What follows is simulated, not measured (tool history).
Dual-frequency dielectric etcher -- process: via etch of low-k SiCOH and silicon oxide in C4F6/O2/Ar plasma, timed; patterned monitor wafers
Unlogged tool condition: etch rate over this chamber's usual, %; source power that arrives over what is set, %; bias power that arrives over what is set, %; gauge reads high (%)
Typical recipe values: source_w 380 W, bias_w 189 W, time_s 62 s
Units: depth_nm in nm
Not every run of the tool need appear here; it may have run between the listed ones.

run	hour	source_w	bias_w	time_s	wafers since the last listed run	hours since the last wet clean	hours since the last source power generator calibration	hours since the last bias power generator calibration	hours since the last upper electrode change	hours since the gauge calibration	read-back reference wafer on the same gauge, depth_nm	depth_nm
1	0	380	189	62	0	197.9	1501.9	3929.3	2081.9	768.3	197.9	165.8
2	48.6	380	189	62	625	246.5	1550.5	3977.9	2130.5	816.9	197.8	165.7
3	79.3	380	189	69	394	277.2	1581.2	4008.6	2161.2	847.6	198.2	184.7
4	107.8	380	189	69	366	305.7	1609.7	4037.1	2189.7	876.1	198.3	183.8
5	133.7	380	189	62	333	331.6	1635.6	4063	2215.6	902	197.7	165.6
# hour 159.6: wet clean of the chamber
6	161	380	189	62	42	1.4	1662.9	4090.3	2242.9	929.3	198	165.8
7	181.1	380	189	62	258	21.5	1683	4110.4	2263	949.4	198.2	164.8
8	197.4	380	189	62	209	37.8	1699.3	4126.7	2279.3	965.7	198.3	165.6
9	223.7	380	189	62	338	64.1	1725.6	4153	2305.6	992	198.1	166.3
10	237.7	380	189	62	180	78.1	1739.6	4167	2319.6	1006	198	165.5
# hour 246.3: source power generator calibrated
11	256.1	380	189	62	185	96.5	9.8	4185.4	2338	1024.4	198	165.6
12	270.3	380	189	62	182	110.7	24	4199.6	2352.2	1038.6	197.8	166.3
13	285.9	330	189	69	200	126.3	39.6	4215.2	2367.8	1054.2	198.1	176.5
14	298.4	380	189	62	160	138.8	52.1	4227.7	2380.3	1066.7	197.9	165.4
15	332.2	380	189	70	434	172.6	85.9	4261.5	2414.1	1100.5	198.2	185.4
# hour 366.1: upper electrode replaced
# hour 395.5: gauge calibrated
16	433	450	189	62	988	273.4	186.7	4362.3	66.9	37.5	198	173.8
17	467.9	380	189	62	448	308.3	221.6	4397.2	101.8	72.4	197.6	164.9
18	489.6	380	226	55.5	279	330	243.3	4418.9	123.5	94.1	198	155.7
# hour 510: bias power generator calibrated
19	510.5	380	189	62	217	350.9	264.2	0.5	144.4	115	198.2	166.3
# hour 536.4: wet clean of the chamber
20	536.9	470	163	49	30	0.5	290.6	26.9	170.8	141.4	198.1	135.4
21	580.7	380	154	62	563	44.3	334.4	70.7	214.6	185.2	198.1	157.7
22	604.5	380	204	50.5	306	68.1	358.2	94.5	238.4	209	198.2	137.9
23	630.7	280	170	62	337	94.3	384.4	120.7	264.6	235.2	198	147.1
24	665.9	300	189	70.5	452	129.5	419.6	155.9	299.8	270.4	198.1	175
25	679.1	380	189	62	169	142.7	432.8	169.1	313	283.6	198.2	166.1
26	712.4	380	170	62	428	176	466.1	202.4	346.3	316.9	197.9	161.2
27	747.9	380	189	56	456	211.5	501.6	237.9	381.8	352.4	197.8	149.9
28	782.9	380	231	62	450	246.5	536.6	272.9	416.8	387.4	198.1	173.7
29	815.8	380	189	62	423	279.4	569.5	305.8	449.7	420.3	197.9	165.7
30	835.6	380	207	45	254	299.2	589.3	325.6	469.5	440.1	198.1	123.3

The tool's hidden state at each run:
etch rate over this chamber's usual, %: 0 in every run
source power that arrives over what is set, %: 0 in every run
bias power that arrives over what is set, %: 0 in every run
gauge reads high (%): 0 in every run

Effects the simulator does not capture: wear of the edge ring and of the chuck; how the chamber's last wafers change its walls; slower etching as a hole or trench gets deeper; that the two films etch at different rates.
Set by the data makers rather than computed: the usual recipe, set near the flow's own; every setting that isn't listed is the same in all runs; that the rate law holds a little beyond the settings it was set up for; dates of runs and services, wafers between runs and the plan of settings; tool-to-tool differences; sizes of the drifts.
